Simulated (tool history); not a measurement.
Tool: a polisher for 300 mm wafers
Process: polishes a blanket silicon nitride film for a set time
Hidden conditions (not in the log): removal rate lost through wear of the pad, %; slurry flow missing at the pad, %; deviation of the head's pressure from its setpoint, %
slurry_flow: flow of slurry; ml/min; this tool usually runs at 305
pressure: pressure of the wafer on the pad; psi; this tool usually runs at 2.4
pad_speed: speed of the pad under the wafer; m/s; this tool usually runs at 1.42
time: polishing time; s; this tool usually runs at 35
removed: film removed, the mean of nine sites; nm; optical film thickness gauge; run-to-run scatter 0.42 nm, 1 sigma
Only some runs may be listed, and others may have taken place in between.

run,hour,slurry_flow,pressure,pad_speed,time,wafers since the last listed run,wafers polished on this pad,hours since the slurry nozzle was cleaned,hours since the head pressure was calibrated,"incoming thickness of the incoming film, nm",removed
1,0.0,305,2.4,1.12,35,0,531,388.7,122.5,680.4,42.8
2,26.8,305,2.4,1.42,35,214,746,415.5,149.3,682.8,49.3
3,64.8,305,2.4,1.42,35,304,1051,453.5,187.3,695.6,48.4
4,97.1,305,2.4,1.42,35,258,1310,485.8,219.6,695.1,48.5
5,156.4,305,2.4,1.42,35,475,1785,545.1,278.9,685.2,48.5
6,221.1,305,2.6,1.42,35,518,2303,609.8,343.6,676.1,52.0
7,283.3,305,2.6,1.42,35,498,2802,672.0,405.8,677.8,51.9
8,338.0,305,2.6,1.42,35,438,3240,726.7,460.5,697.8,51.4
9,398.9,305,2.4,1.42,35,488,3728,787.6,521.4,695.8,47.5
# hour 408.1: worn pad replaced by a new one, of another model than before
10,455.5,305,2.4,1.42,35,421,379,844.2,578.0,687.6,47.2
# hour 466.4: slurry nozzle cleaned
11,485.3,305,2.4,1.42,35,230,610,18.9,607.8,677.2,47.3
12,551.8,305,2.4,1.42,35,532,1143,85.4,674.3,696.3,46.8
# hour 568.3: head pressure recalibrated
13,602.2,305,2.4,1.42,35,387,1531,135.8,33.9,690.1,48.9
14,636.5,305,2.4,1.08,38,274,1806,170.1,68.2,691.5,43.5
15,673.7,305,2.4,1.68,35,298,2104,207.3,105.4,696.0,55.7
16,699.5,305,2.4,1.42,35,206,2311,233.1,131.2,689.8,48.6
17,759.5,380,2.4,1.10,40,480,2791,293.1,191.2,690.7,47.5
# hour 827.2: worn pad replaced by a new one
18,852.2,405,2.4,1.58,26,710,200,385.8,283.9,685.3,40.3
19,880.2,305,2.4,1.42,35,224,424,413.8,311.9,689.3,48.9
20,907.2,305,2.4,1.42,41,216,641,440.8,338.9,690.0,56.9
21,964.5,305,1.9,1.42,46,459,1100,498.1,396.2,679.7,53.0
22,1012.9,305,2.6,1.42,35,387,1488,546.5,444.6,687.6,50.4
23,1070.1,370,2.8,1.22,46,458,1946,603.7,501.8,689.2,65.5
# hour 1116.2: head pressure recalibrated
24,1129.4,270,2.2,1.72,40,459,2405,663.0,13.2,691.3,59.5
25,1196.5,305,2.4,1.42,45,537,2943,730.1,80.3,686.5,63.1
26,1262.8,305,2.4,1.42,35,531,3475,796.4,146.6,687.6,48.7
# hour 1294.0: worn pad replaced by a new one
27,1312.6,305,2.4,1.42,35,367,148,846.2,196.4,695.7,48.7
28,1381.0,305,2.4,1.42,35,548,696,914.6,264.8,700.2,48.7
# hour 1390.7: slurry nozzle cleaned
29,1416.2,215,1.8,0.94,27,274,971,25.5,300.0,686.6,21.3
30,1468.1,260,2.4,1.42,24,415,1386,77.4,351.9,680.0,32.0
31,1515.6,260,2.4,1.42,32,380,1767,124.9,399.4,682.6,43.0
32,1587.6,305,2.4,1.42,35,577,2344,196.9,471.4,696.2,48.7
33,1612.0,305,2.4,1.42,26,195,2540,221.3,495.8,681.3,35.8
34,1680.9,225,2.8,1.42,39,552,3092,290.2,564.7,694.6,56.7
# hour 1685.1: head pressure recalibrated
# hour 1719.0: worn pad replaced by a new one
35,1729.5,305,2.4,1.42,35,341,84,338.8,44.4,699.2,49.3
36,1768.1,305,1.8,1.84,35,309,393,377.4,83.0,689.0,48.1
37,1823.3,245,2.6,1.88,42,442,836,432.6,138.2,681.1,73.8

Predict each of these 4 candidate next runs independently; none follows another, all start after run 37:
A,1823.7,305,2.4,1.42,35,3,839,433.0,138.6,689.2,?
B,1823.7,305,2.7,1.20,25,3,839,433.0,138.6,689.2,?
C,1823.7,305,2.6,1.42,28,3,839,433.0,138.6,689.2,?
D,1823.7,265,2.6,1.72,35,3,839,433.0,138.6,689.2,?

run,removed
A,49.7
B,34.3
C,42.2
D,59.7
With the hidden condition removed and each run's random variation left untouched, the same runs would have given:
run,removed
A,49.8
B,34.3
C,42.3
D,59.7
